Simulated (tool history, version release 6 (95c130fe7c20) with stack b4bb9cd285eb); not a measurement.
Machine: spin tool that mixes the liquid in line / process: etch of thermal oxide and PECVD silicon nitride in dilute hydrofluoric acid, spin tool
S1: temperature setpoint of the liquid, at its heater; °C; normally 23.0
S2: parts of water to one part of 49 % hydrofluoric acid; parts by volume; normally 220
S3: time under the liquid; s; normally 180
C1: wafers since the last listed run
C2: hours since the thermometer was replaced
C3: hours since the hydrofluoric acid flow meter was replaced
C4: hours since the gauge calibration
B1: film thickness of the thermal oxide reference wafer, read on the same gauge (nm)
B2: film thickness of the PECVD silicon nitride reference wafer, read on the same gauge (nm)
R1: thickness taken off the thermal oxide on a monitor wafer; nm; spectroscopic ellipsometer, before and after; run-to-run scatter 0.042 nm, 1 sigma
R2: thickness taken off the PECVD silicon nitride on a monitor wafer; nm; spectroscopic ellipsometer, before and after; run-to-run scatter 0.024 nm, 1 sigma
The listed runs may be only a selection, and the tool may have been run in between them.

{"run": 1, "hour": 0.0, "S1": 23.0, "S2": 275, "S3": 180, "C1": 0, "C2": 706.2, "C3": 314.5, "C4": 1181.2, "B1": 99.992, "B2": 150.005, "R1": 2.642, "R2": 2.001}
{"run": 2, "hour": 28.0, "S1": 23.0, "S2": 275, "S3": 180, "C1": 125, "C2": 734.2, "C3": 342.5, "C4": 1209.2, "B1": 100.009, "B2": 150.009, "R1": 2.66, "R2": 1.999}
{"run": 3, "hour": 93.7, "S1": 23.0, "S2": 275, "S3": 180, "C1": 294, "C2": 799.9, "C3": 408.2, "C4": 1274.9, "B1": 99.996, "B2": 149.966, "R1": 2.654, "R2": 1.97}
{"run": 4, "hour": 291.0, "S1": 23.0, "S2": 220, "S3": 215, "C1": 883, "C2": 997.2, "C3": 605.5, "C4": 1472.2, "B1": 99.962, "B2": 149.999, "R1": 4.151, "R2": 2.907}
{"hour": 360.4, "done": "hydrofluoric acid flow meter replaced"}
{"run": 5, "hour": 360.9, "S1": 23.0, "S2": 220, "S3": 215, "C1": 308, "C2": 1067.1, "C3": 0.5, "C4": 1542.1, "B1": 99.977, "B2": 150.001, "R1": 4.133, "R2": 2.935}
{"run": 6, "hour": 400.1, "S1": 23.0, "S2": 220, "S3": 215, "C1": 175, "C2": 1106.3, "C3": 39.7, "C4": 1581.3, "B1": 99.998, "B2": 149.999, "R1": 4.19, "R2": 2.965}
{"run": 7, "hour": 439.4, "S1": 23.0, "S2": 220, "S3": 225, "C1": 175, "C2": 1145.6, "C3": 79.0, "C4": 1620.6, "B1": 99.974, "B2": 149.984, "R1": 4.442, "R2": 3.095}
{"run": 8, "hour": 490.9, "S1": 23.0, "S2": 220, "S3": 225, "C1": 230, "C2": 1197.1, "C3": 130.5, "C4": 1672.1, "B1": 100.002, "B2": 150.007, "R1": 4.461, "R2": 3.119}
{"hour": 514.4, "done": "gauge calibrated"}
{"run": 9, "hour": 561.7, "S1": 23.0, "S2": 220, "S3": 180, "C1": 316, "C2": 1267.9, "C3": 201.3, "C4": 47.3, "B1": 100.028, "B2": 149.96, "R1": 3.52, "R2": 2.486}
{"run": 10, "hour": 624.1, "S1": 23.0, "S2": 220, "S3": 180, "C1": 279, "C2": 1330.3, "C3": 263.7, "C4": 109.7, "B1": 99.989, "B2": 150.022, "R1": 3.53, "R2": 2.427}
{"run": 11, "hour": 690.1, "S1": 27.0, "S2": 220, "S3": 180, "C1": 295, "C2": 1396.3, "C3": 329.7, "C4": 175.7, "B1": 100.014, "B2": 150.033, "R1": 4.105, "R2": 3.189}
{"run": 12, "hour": 720.6, "S1": 27.0, "S2": 220, "S3": 180, "C1": 136, "C2": 1426.8, "C3": 360.2, "C4": 206.2, "B1": 99.979, "B2": 150.001, "R1": 4.081, "R2": 3.176}
{"run": 13, "hour": 790.9, "S1": 25.0, "S2": 220, "S3": 180, "C1": 314, "C2": 1497.1, "C3": 430.5, "C4": 276.5, "B1": 100.052, "B2": 150.022, "R1": 3.824, "R2": 2.771}
{"run": 14, "hour": 821.0, "S1": 23.0, "S2": 220, "S3": 180, "C1": 134, "C2": 1527.2, "C3": 460.6, "C4": 306.6, "B1": 99.978, "B2": 150.003, "R1": 3.428, "R2": 2.449}
{"hour": 934.6, "done": "hydrofluoric acid flow meter replaced"}
{"run": 15, "hour": 1007.1, "S1": 20.5, "S2": 270, "S3": 125, "C1": 828, "C2": 1713.3, "C3": 72.5, "C4": 492.7, "B1": 99.992, "B2": 149.992, "R1": 1.695, "R2": 1.207}
{"hour": 1020.5, "done": "thermometer replaced"}
{"run": 16, "hour": 1049.9, "S1": 19.0, "S2": 155, "S3": 75, "C1": 187, "C2": 29.4, "C3": 115.3, "C4": 535.5, "B1": 100.02, "B2": 150.01, "R1": 1.881, "R2": 1.123}
{"run": 17, "hour": 1109.0, "S1": 19.5, "S2": 220, "S3": 240, "C1": 264, "C2": 88.5, "C3": 174.4, "C4": 594.6, "B1": 99.961, "B2": 149.991, "R1": 4.104, "R2": 2.648}
{"run": 18, "hour": 1147.1, "S1": 19.5, "S2": 220, "S3": 240, "C1": 170, "C2": 126.6, "C3": 212.5, "C4": 632.7, "B1": 100.003, "B2": 150.04, "R1": 4.128, "R2": 2.607}
{"run": 19, "hour": 1213.3, "S1": 18.5, "S2": 260, "S3": 80, "C1": 296, "C2": 192.8, "C3": 278.7, "C4": 698.9, "B1": 99.949, "B2": 149.972, "R1": 1.058, "R2": 0.69}
{"run": 20, "hour": 1259.3, "S1": 23.0, "S2": 220, "S3": 180, "C1": 205, "C2": 238.8, "C3": 324.7, "C4": 744.9, "B1": 99.99, "B2": 149.979, "R1": 3.416, "R2": 2.485}
{"run": 21, "hour": 1330.5, "S1": 20.0, "S2": 220, "S3": 150, "C1": 318, "C2": 310.0, "C3": 395.9, "C4": 816.1, "B1": 100.001, "B2": 149.993, "R1": 2.549, "R2": 1.69}
{"run": 22, "hour": 1381.6, "S1": 19.0, "S2": 160, "S3": 180, "C1": 228, "C2": 361.1, "C3": 447.0, "C4": 867.2, "B1": 100.041, "B2": 150.001, "R1": 4.455, "R2": 2.621}
{"run": 23, "hour": 1448.8, "S1": 23.0, "S2": 290, "S3": 180, "C1": 300, "C2": 428.3, "C3": 514.2, "C4": 934.4, "B1": 99.98, "B2": 150.004, "R1": 2.511, "R2": 1.856}
{"hour": 1482.9, "done": "hydrofluoric acid flow meter replaced"}
{"run": 24, "hour": 1498.6, "S1": 23.0, "S2": 180, "S3": 240, "C1": 218, "C2": 478.1, "C3": 15.7, "C4": 984.2, "B1": 100.003, "B2": 150.009, "R1": 5.795, "R2": 3.986}

Predict each of these 4 candidate next runs independently; none follows another, all start after run 24:
{"run": "A", "hour": 1499.1, "S1": 23.0, "S2": 220, "S3": 180, "C1": 2, "C2": 478.6, "C3": 16.2, "C4": 984.7, "B1": "?", "B2": "?", "R1": "?", "R2": "?"}
{"run": "B", "hour": 1499.1, "S1": 23.0, "S2": 220, "S3": 115, "C1": 2, "C2": 478.6, "C3": 16.2, "C4": 984.7, "B1": "?", "B2": "?", "R1": "?", "R2": "?"}
{"run": "C", "hour": 1499.1, "S1": 23.0, "S2": 190, "S3": 260, "C1": 2, "C2": 478.6, "C3": 16.2, "C4": 984.7, "B1": "?", "B2": "?", "R1": "?", "R2": "?"}
{"run": "D", "hour": 1499.1, "S1": 18.5, "S2": 170, "S3": 245, "C1": 2, "C2": 478.6, "C3": 16.2, "C4": 984.7, "B1": "?", "B2": "?", "R1": "?", "R2": "?"}

run=A B1=100.052 B2=149.940 R1=3.451 R2=2.476
run=B B1=100.052 B2=149.940 R1=2.205 R2=1.582
run=C B1=100.052 B2=149.940 R1=5.956 R2=4.132
run=D B1=100.052 B2=149.940 R1=5.377 R2=3.230
With no hidden state in the tool, these same runs would have given:
run=A R1=3.451 R2=2.476
run=B R1=2.205 R2=1.582
run=C R1=5.956 R2=4.132
run=D R1=5.377 R2=3.230
